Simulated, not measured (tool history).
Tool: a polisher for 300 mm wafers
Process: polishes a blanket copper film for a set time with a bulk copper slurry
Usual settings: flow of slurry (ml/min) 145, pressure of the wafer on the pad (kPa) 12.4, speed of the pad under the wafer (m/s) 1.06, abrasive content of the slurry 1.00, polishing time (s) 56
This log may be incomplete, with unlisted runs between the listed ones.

| run | day | flow of slurry (ml/min) | pressure of the wafer on the pad (kPa) | speed of the pad under the wafer (m/s) | abrasive content of the slurry | polishing time (s) | incoming thickness of the incoming film, nm | film removed (angstrom) |
|---|---|---|---|---|---|---|---|---|
| 1 | 0.000 | 145 | 12.4 | 1.06 | 1.00 | 56 | 4196.6 | 3588 |
| 2 | 1.600 | 145 | 12.4 | 1.06 | 1.00 | 56 | 4244.8 | 3607 |
| 3 | 4.488 | 145 | 12.4 | 1.06 | 1.00 | 56 | 4298.9 | 3538 |
|  | 6.212 | slurry blender recalibrated |
| 4 | 6.979 | 145 | 12.4 | 1.06 | 1.00 | 56 | 4187.2 | 3871 |
| 5 | 9.025 | 145 | 12.4 | 1.06 | 1.00 | 56 | 4296.0 | 3737 |
| 6 | 10.775 | 145 | 12.4 | 1.06 | 1.00 | 56 | 4318.5 | 3735 |
|  | 12.725 | head pressure recalibrated |
| 7 | 13.975 | 145 | 12.4 | 1.06 | 1.00 | 56 | 4243.4 | 3680 |
|  | 16.338 | worn pad replaced by a new one |
|  | 17.404 | slurry nozzle cleaned |
| 8 | 17.942 | 145 | 12.4 | 1.06 | 1.00 | 56 | 4320.2 | 3640 |
| 9 | 21.858 | 145 | 12.4 | 1.06 | 1.00 | 56 | 4237.7 | 3615 |
|  | 23.475 | slurry blender recalibrated |
| 10 | 25.712 | 175 | 12.4 | 1.06 | 1.00 | 56 | 4330.3 | 3939 |
| 11 | 27.583 | 175 | 12.4 | 1.06 | 1.00 | 56 | 4236.8 | 3847 |
| 12 | 30.812 | 145 | 12.4 | 1.06 | 1.00 | 66 | 4185.9 | 4448 |
|  | 33.450 | worn pad replaced by a new one |
| 13 | 33.471 | 145 | 12.4 | 1.06 | 1.00 | 56 | 4251.4 | 3700 |
| 14 | 37.600 | 145 | 12.4 | 0.78 | 1.00 | 56 | 4252.3 | 2824 |
| 15 | 39.171 | 145 | 12.4 | 1.06 | 1.00 | 74 | 4312.1 | 4843 |
|  | 44.183 | slurry blender recalibrated |
|  | 46.633 | slurry nozzle cleaned |
| 16 | 49.421 | 105 | 12.4 | 1.06 | 0.85 | 66 | 4271.7 | 4070 |
|  | 50.700 | worn pad replaced by a new one |
| 17 | 52.850 | 145 | 12.4 | 0.84 | 1.00 | 56 | 4233.7 | 3161 |
| 18 | 56.200 | 145 | 9.7 | 1.28 | 1.25 | 43 | 4266.1 | 2658 |
|  | 58.446 | head pressure recalibrated |
| 19 | 60.321 | 145 | 12.4 | 1.06 | 1.00 | 56 | 4219.7 | 3507 |
| 20 | 62.442 | 145 | 12.4 | 1.18 | 1.00 | 56 | 4359.8 | 3892 |
|  | 62.933 | slurry blender recalibrated |
| 21 | 66.817 | 95 | 12.4 | 1.06 | 1.00 | 56 | 4278.9 | 3475 |
|  | 68.654 | worn pad replaced by a new one |
| 22 | 70.117 | 145 | 12.4 | 1.06 | 1.00 | 56 | 4279.5 | 3718 |
|  | 70.900 | slurry nozzle cleaned |
| 23 | 72.225 | 145 | 9.7 | 1.06 | 0.80 | 56 | 4187.2 | 2731 |
| 24 | 74.042 | 180 | 12.4 | 1.24 | 1.15 | 62 | 4273.8 | 4808 |
| 25 | 78.542 | 145 | 12.4 | 1.06 | 1.00 | 56 | 4316.8 | 3574 |
|  | 81.662 | slurry blender recalibrated |
| 26 | 82.000 | 110 | 12.4 | 1.06 | 1.00 | 56 | 4223.9 | 3717 |
| 27 | 85.779 | 145 | 13.8 | 0.70 | 1.00 | 56 | 4279.9 | 3092 |
| 28 | 89.079 | 145 | 12.4 | 1.06 | 1.00 | 56 | 4322.7 | 3808 |
|  | 89.871 | worn pad replaced by a new one |
| 29 | 91.062 | 115 | 12.4 | 0.72 | 1.00 | 56 | 4282.4 | 2614 |

What the log doesn't show, run by run:
removal rate lost through wear of the pad, %: 0, the same for each run
slurry flow missing at the pad, %: 0, the same for each run
deviation of the head's pressure from its setpoint, %: 0, the same for each run
H1: abrasive missing from the slurry, %
| run | H1 |
|---|---|
| 1 | 36.3 |
| 2 | 37.3 |
| 3 | 38.4 |
| 4 | 9.12 |
| 5 | 18.1 |
| 6 | 23.8 |
| 7 | 30.9 |
| 8 | 35.9 |
| 9 | 38.6 |
| 10 | 11.6 |
| 11 | 18.2 |
| 12 | 25.9 |
| 13 | 29.9 |
| 14 | 33.6 |
| 15 | 34.4 |
| 16 | 22.2 |
| 17 | 28.9 |
| 18 | 32.8 |
| 19 | 35.4 |
| 20 | 36.2 |
| 21 | 24.3 |
| 22 | 32.4 |
| 23 | 35.8 |
| 24 | 37.9 |
| 25 | 41.2 |
| 26 | 2 |
| 27 | 17.6 |
| 28 | 25.4 |
| 29 | 28.5 |
